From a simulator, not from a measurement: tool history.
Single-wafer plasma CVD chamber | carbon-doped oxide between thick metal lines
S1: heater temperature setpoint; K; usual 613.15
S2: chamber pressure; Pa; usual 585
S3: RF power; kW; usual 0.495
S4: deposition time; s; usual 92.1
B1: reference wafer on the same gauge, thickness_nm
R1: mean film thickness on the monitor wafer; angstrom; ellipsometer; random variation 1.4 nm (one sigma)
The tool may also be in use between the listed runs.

Run 1, hour 0: usual settings; B1 379.278. Result: R1 4183.57 angstrom.
Run 2, hour 61.3: usual settings; B1 379.281. Result: R1 4191.62 angstrom.
At hour 105.4: gauge calibrated.
Run 3, hour 126.3: usual settings but S2 545 Pa; B1 379.045. Result: R1 4130.89 angstrom.
Run 4, hour 191.8: usual settings but S2 545 Pa; B1 378.949. Result: R1 4151.7 angstrom.
At hour 244.9: capacitance manometer re-zeroed and calibrated.
Run 5, hour 245.4: usual settings but S2 545 Pa; B1 379.237. Result: R1 4185.91 angstrom.
Run 6, hour 292.3: usual settings but S1 624.15 K, S3 0.53 kW; B1 379.054. Result: R1 4331.51 angstrom.
At hour 331.3: thermocouple changed; heater temperature recalibrated.
Run 7, hour 334: usual settings but S1 624.15 K, S3 0.53 kW; B1 379.086. Result: R1 4235.62 angstrom.
Run 8, hour 363.3: usual settings but S1 624.15 K, S3 0.53 kW; B1 378.887. Result: R1 4249.92 angstrom.
Run 9, hour 428.3: usual settings but S2 457 Pa, S4 110.1 s; B1 379.094. Result: R1 4772.82 angstrom.
Run 10, hour 467.8: usual settings but S2 633 Pa, S3 0.535 kW, S4 73.8 s; B1 378.516. Result: R1 3577.58 angstrom.
At hour 487.2: RF generator calibrated.
Run 11, hour 650.7: usual settings; B1 379.26. Result: R1 4134.67 angstrom.
Run 12, hour 693.5: usual settings but S1 621.15 K, S2 467 Pa, S3 0.455 kW, S4 98.1 s; B1 379.452. Result: R1 3919.33 angstrom.
Run 13, hour 722.7: usual settings; B1 379.089. Result: R1 4176.21 angstrom.
Run 14, hour 758: usual settings; B1 378.972. Result: R1 4158.63 angstrom.
Run 15, hour 830: usual settings but S3 0.435 kW; B1 378.886. Result: R1 3729.36 angstrom.
Run 16, hour 875.1: usual settings but S1 619.15 K, S2 475 Pa, S3 0.465 kW, S4 106.3 s; B1 379.014. Result: R1 4334.63 angstrom.
Run 17, hour 905.1: usual settings but S3 0.57 kW, S4 103.4 s; B1 378.854. Result: R1 5197.45 angstrom.
At hour 952: showerhead replaced.
Run 18, hour 952.5: usual settings but S1 619.15 K, S2 475 Pa, S3 0.465 kW, S4 106.3 s; B1 379.014. Result: R1 4359.21 angstrom.
Run 19, hour 994.1: usual settings but S3 0.565 kW, S4 102 s; B1 378.614. Result: R1 5047.93 angstrom.
Run 20, hour 1028.3: usual settings but S1 617.15 K, S2 725 Pa, S4 100.7 s; B1 378.775. Result: R1 4681.43 angstrom.
Run 21, hour 1234.5: usual settings but S1 607.15 K, S2 491 Pa, S3 0.43 kW, S4 78.3 s; B1 378.976. Result: R1 3098.86 angstrom.
Run 22, hour 1265.7: usual settings but S1 625.15 K, S2 471 Pa, S3 0.41 kW; B1 378.667. Result: R1 3290.2 angstrom.
Run 23, hour 1308.6: usual settings but S4 75.7 s; B1 379.005. Result: R1 3437.47 angstrom.
Run 24, hour 1335.6: usual settings but S1 608.15 K, S2 535 Pa, S3 0.455 kW; B1 378.96. Result: R1 3887.46 angstrom.
Run 25, hour 1378.5: usual settings but S3 0.59 kW, S4 101.9 s; B1 378.937. Result: R1 5238.2 angstrom.
Run 26, hour 1420.5: usual settings; B1 378.972. Result: R1 4188.59 angstrom.
Run 27, hour 1486.8: usual settings but S1 601.15 K, S4 81.7 s; B1 379.043. Result: R1 3826.43 angstrom.
Run 28, hour 1536.5: usual settings; B1 379.042. Result: R1 4184.89 angstrom.
Run 29, hour 1590: usual settings; B1 379.093. Result: R1 4203.38 angstrom.

3 ways to go on from here, each from the tool as it stands after run 29. What would each give?
Run A, hour 1590.4: usual settings; B1 ?. Result: R1 ?.
Run B, hour 1590.4: usual settings but S1 628.15 K; B1 ?. Result: R1 ?.
Run C, hour 1590.4: usual settings but S2 533 Pa, S4 80.3 s; B1 ?. Result: R1 ?.

run       B1       R1
  A  378.616  4200.68
  B  378.616  4051.98
  C  378.616   3605.3
Without the tool's hidden state the same runs would have given:
run       R1
  A  4171.09
  B  4028.22
  C   3579.9
